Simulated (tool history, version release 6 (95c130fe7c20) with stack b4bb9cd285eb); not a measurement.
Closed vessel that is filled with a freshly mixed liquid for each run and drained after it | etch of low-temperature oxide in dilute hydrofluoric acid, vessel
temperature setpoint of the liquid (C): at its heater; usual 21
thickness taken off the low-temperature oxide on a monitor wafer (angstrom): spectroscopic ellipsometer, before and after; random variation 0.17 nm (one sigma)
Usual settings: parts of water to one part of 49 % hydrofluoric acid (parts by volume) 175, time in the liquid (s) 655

run,hour,temperature setpoint of the liquid (C),parts of water to one part of 49 % hydrofluoric acid (parts by volume),time in the liquid (s),wafers since the last listed run,hours since the thermometer was replaced,hours since the hydrofluoric acid flow meter was replaced,hours since the gauge calibration,"read-back film thickness of the low-temperature oxide reference wafer, read on the same gauge (nm)",thickness taken off the low-temperature oxide on a monitor wafer (angstrom)
1,0,21,175,465,0,741.7,47,1633.6,129.96,299.2
2,45.4,21,175,465,2290,787.1,92.4,1679,130.02,297.6
3,100.5,21,175,465,2779,842.2,147.5,1734.1,130.02,301.1
4,208.5,21,175,775,5447,950.2,255.5,1842.1,129.97,500.1
# hour 272.6: thermometer replaced
5,292.8,21,175,775,4201,20.2,339.8,1926.4,130.02,496.7
6,490,21,175,775,9947,217.4,537,2123.6,129.99,496.8
7,586.1,21,120,735,4847,313.5,633.1,2219.7,129.98,731.8
8,690.5,21,120,735,5266,417.9,737.5,2324.1,129.99,725.2
9,798.1,21,120,735,5427,525.5,845.1,2431.7,130,731.1
10,887.5,21,175,655,4509,614.9,934.5,2521.1,130,420.3
11,986.2,21,175,655,4978,713.6,1033.2,2619.8,129.99,418.6
12,1090.1,21,175,655,5240,817.5,1137.1,2723.7,129.99,420.9
13,1142.1,18,220,380,2623,869.5,1189.1,2775.7,130,165.3
14,1197.6,22.5,245,655,2799,925,1244.6,2831.2,130,297.3
# hour 1201.8: hydrofluoric acid flow meter replaced
# hour 1212.7: thermometer replaced
15,1295.5,21,175,775,4837,82.8,93.7,2929.1,129.98,496.7
16,1397.4,18.5,115,885,5140,184.7,195.6,3031,130.04,840.2
17,1488.5,21,175,1000,4595,275.8,286.7,3122.1,129.98,641.4
18,1552.2,22.5,205,1050,3213,339.5,350.4,3185.8,129.99,587.8
19,1633.7,25.5,250,890,4111,421,431.9,3267.3,130,438
20,1691.3,21,175,655,2905,478.6,489.5,3324.9,130,419.2
# hour 1903.2: gauge calibrated
21,1958.3,21,175,655,13468,745.6,756.5,55.1,130.01,421.1
# hour 2012.1: thermometer replaced
22,2039.3,21,175,655,4035,27.2,837.5,136.1,130,417.4
23,2102,21,220,655,3162,89.9,900.2,198.8,129.98,320.8
24,2171.7,21,175,655,3515,159.6,969.9,268.5,129.96,416.4
25,2225.1,24,130,1015,2693,213,1023.3,321.9,130.01,1038.3
# hour 2298.9: hydrofluoric acid flow meter replaced
26,2330.2,21,255,655,5251,318.1,31.3,427,130,268.3
27,2419.6,24,255,800,4509,407.5,120.7,516.4,129.96,361.4
28,2476,24,240,780,2844,463.9,177.1,572.8,129.98,381.8
29,2674.4,21,175,655,10007,662.3,375.5,771.2,130,421
# hour 2910.4: thermometer replaced
30,2950,21,175,655,13851,39.6,651.1,1046.8,129.96,421.9
31,3012.3,21,215,655,3142,101.9,713.4,1109.1,130.01,329.4

Forecast each of these 5 alternatives for the next run:
A,3013.1,21,120,655,40,102.7,714.2,1109.9,?,?
B,3013.1,21,220,300,40,102.7,714.2,1109.9,?,?
C,3013.1,17,210,355,40,102.7,714.2,1109.9,?,?
D,3013.1,21,230,655,40,102.7,714.2,1109.9,?,?
E,3013.1,21,235,825,40,102.7,714.2,1109.9,?,?

run,"read-back film thickness of the low-temperature oxide reference wafer, read on the same gauge (nm)",thickness taken off the low-temperature oxide on a monitor wafer (angstrom)
A,129.99,652.8
B,129.99,146.9
C,129.99,157.5
D,129.99,303.9
E,129.99,372.8
Without the tool's hidden state the same runs would have given:
run,thickness taken off the low-temperature oxide on a monitor wafer (angstrom)
A,652.8
B,146.9
C,157.5
D,303.9
E,372.8
